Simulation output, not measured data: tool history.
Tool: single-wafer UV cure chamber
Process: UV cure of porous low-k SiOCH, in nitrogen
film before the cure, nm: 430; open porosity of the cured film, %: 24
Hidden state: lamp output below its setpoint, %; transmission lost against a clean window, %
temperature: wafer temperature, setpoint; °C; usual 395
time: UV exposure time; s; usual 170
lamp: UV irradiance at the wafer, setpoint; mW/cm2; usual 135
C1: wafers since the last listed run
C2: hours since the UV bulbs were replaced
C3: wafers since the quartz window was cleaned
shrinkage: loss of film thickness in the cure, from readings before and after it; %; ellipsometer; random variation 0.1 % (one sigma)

run 1 day=0 | temperature=395 time=170 lamp=135 | C1=0 C2=1431.3 C3=3129 | shrinkage=11.63
run 2 day=0.346 | temperature=395 time=170 lamp=135 | C1=45 C2=1439.6 C3=3174 | shrinkage=11.676
run 3 day=0.921 | temperature=386 time=170 lamp=135 | C1=75 C2=1453.4 C3=3250 | shrinkage=11.467
run 4 day=1.55 | temperature=386 time=170 lamp=135 | C1=82 C2=1468.5 C3=3333 | shrinkage=11.404
run 5 day=2.196 | temperature=386 time=170 lamp=135 | C1=85 C2=1484 C3=3418 | shrinkage=11.494
run 6 day=2.75 | temperature=395 time=170 lamp=135 | C1=73 C2=1497.3 C3=3491 | shrinkage=11.889
run 7 day=3.204 | temperature=395 time=170 lamp=135 | C1=59 C2=1508.2 C3=3551 | shrinkage=11.518
run 8 day=3.829 | temperature=395 time=170 lamp=135 | C1=82 C2=1523.2 C3=3633 | shrinkage=11.591
run 9 day=5.488 | temperature=395 time=170 lamp=135 | C1=218 C2=1563 C3=3852 | shrinkage=11.624
-- day=5.904 UV bulbs replaced
run 10 day=5.925 | temperature=395 time=170 lamp=135 | C1=13 C2=0.5 C3=3866 | shrinkage=11.55
run 11 day=6.046 | temperature=414 time=95 lamp=135 | C1=15 C2=3.4 C3=3881 | shrinkage=9.136
run 12 day=6.462 | temperature=395 time=170 lamp=160 | C1=54 C2=13.4 C3=3936 | shrinkage=12.254
run 13 day=6.95 | temperature=407 time=110 lamp=113 | C1=64 C2=25.1 C3=4001 | shrinkage=8.804
-- day=7.354 quartz window cleaned
run 14 day=7.462 | temperature=395 time=170 lamp=135 | C1=23 C2=37.4 C3=14 | shrinkage=12.468
run 15 day=8.067 | temperature=395 time=240 lamp=103 | C1=79 C2=51.9 C3=93 | shrinkage=12.881
run 16 day=8.388 | temperature=380 time=145 lamp=103 | C1=42 C2=59.6 C3=136 | shrinkage=10.254
run 17 day=8.821 | temperature=402 time=135 lamp=112 | C1=57 C2=70 C3=193 | shrinkage=10.765
run 18 day=9.296 | temperature=412 time=170 lamp=135 | C1=62 C2=81.4 C3=255 | shrinkage=13.073
run 19 day=9.888 | temperature=395 time=170 lamp=135 | C1=77 C2=95.6 C3=333 | shrinkage=12.414
run 20 day=10.588 | temperature=395 time=135 lamp=109 | C1=92 C2=112.4 C3=425 | shrinkage=10.287

Forecast each of these 4 alternatives for the next run:
run A day=10.608 | temperature=395 time=170 lamp=112 | C1=2 C2=112.9 C3=428 | shrinkage=?
run B day=10.608 | temperature=403 time=170 lamp=159 | C1=2 C2=112.9 C3=428 | shrinkage=?
run C day=10.608 | temperature=395 time=225 lamp=135 | C1=2 C2=112.9 C3=428 | shrinkage=?
run D day=10.608 | temperature=383 time=135 lamp=101 | C1=2 C2=112.9 C3=428 | shrinkage=?

run=A shrinkage=11.5
run=B shrinkage=13.38
run=C shrinkage=13.813
run=D shrinkage=9.69
Without the tool's hidden state the same runs would have given:
run=A shrinkage=11.67
run=B shrinkage=13.556
run=C shrinkage=13.991
run=D shrinkage=9.853

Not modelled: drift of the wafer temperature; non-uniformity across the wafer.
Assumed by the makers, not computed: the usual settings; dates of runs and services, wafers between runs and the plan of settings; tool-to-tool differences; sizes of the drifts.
